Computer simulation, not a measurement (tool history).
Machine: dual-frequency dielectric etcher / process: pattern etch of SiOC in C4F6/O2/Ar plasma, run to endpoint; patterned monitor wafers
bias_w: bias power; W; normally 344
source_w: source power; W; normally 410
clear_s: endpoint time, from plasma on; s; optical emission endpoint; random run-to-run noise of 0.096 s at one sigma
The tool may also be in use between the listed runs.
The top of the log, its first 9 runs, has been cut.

run	hour	bias_w	source_w	wafers since the last listed run	hours since the last wet clean	hours since the last bias power generator calibration	hours since the last source power generator calibration	hours since the last upper electrode change	incoming incoming film thickness, nm	clear_s
# hour 472.5: source power generator calibrated
10	521.6	344	410	1016	246.1	2846.5	49.1	1416.7	31.21	11.6
11	569.2	344	410	765	293.7	2894.1	96.7	1464.3	31.36	11.6
# hour 651.6: wet clean of the chamber
12	652.1	344	410	947	0.5	2977.0	179.6	1547.2	31.38	12.1
13	680.3	344	480	453	28.7	3005.2	207.8	1575.4	31.48	11.4
14	731.1	344	340	816	79.5	3056.0	258.6	1626.2	31.46	12.9
15	760.4	344	340	471	108.8	3085.3	287.9	1655.5	31.39	12.9
16	789.9	321	370	474	138.3	3114.8	317.4	1685.0	31.27	12.8
17	855.3	344	410	1051	203.7	3180.2	382.8	1750.4	31.56	12.0
18	925.2	419	340	1123	273.6	3250.1	452.7	1820.3	31.25	11.2
19	983.5	344	410	937	331.9	3308.4	511.0	1878.6	31.12	11.6
20	1012.0	391	410	458	360.4	3336.9	539.5	1907.1	31.05	10.7
# hour 1028.1: bias power generator calibrated
# hour 1044.3: wet clean of the chamber
# hour 1068.7: upper electrode replaced
21	1069.2	344	410	210	24.9	41.1	596.7	0.5	31.48	12.1
22	1082.5	399	490	213	38.2	54.4	610.0	13.8	31.63	10.6
23	1148.9	317	500	1067	104.6	120.8	676.4	80.2	31.29	11.5
24	1175.1	390	320	421	130.8	147.0	702.6	106.4	31.43	12.4
25	1216.9	344	410	672	172.6	188.8	744.4	148.2	31.17	11.8
26	1256.4	303	410	635	212.1	228.3	783.9	187.7	30.98	12.5
27	1414.5	286	460	2542	370.2	386.4	942.0	345.8	31.28	12.3
# hour 1499.9: wet clean of the chamber
28	1500.4	344	410	995	0.5	472.3	1027.9	431.7	31.01	11.9
29	1504.4	277	320	64	4.5	476.3	1031.9	435.7	31.22	15.1
30	1556.2	344	410	832	56.3	528.1	1083.7	487.5	31.46	11.9

Alternative continuations, all from the tool just after run 30; predict every row:
A	1556.6	389	410	6	56.7	528.5	1084.1	487.9	31.48	?
B	1556.6	295	380	6	56.7	528.5	1084.1	487.9	31.48	?
C	1556.6	398	330	6	56.7	528.5	1084.1	487.9	31.48	?
D	1556.6	427	340	6	56.7	528.5	1084.1	487.9	31.48	?
E	1556.6	320	370	6	56.7	528.5	1084.1	487.9	31.48	?

run	clear_s
A	11.0
B	13.3
C	11.9
D	11.3
E	12.8
The same runs, with their run-to-run variation unchanged, on a tool lacking any hidden condition would have given:
run	clear_s
A	11.1
B	13.4
C	12.0
D	11.4
E	12.9

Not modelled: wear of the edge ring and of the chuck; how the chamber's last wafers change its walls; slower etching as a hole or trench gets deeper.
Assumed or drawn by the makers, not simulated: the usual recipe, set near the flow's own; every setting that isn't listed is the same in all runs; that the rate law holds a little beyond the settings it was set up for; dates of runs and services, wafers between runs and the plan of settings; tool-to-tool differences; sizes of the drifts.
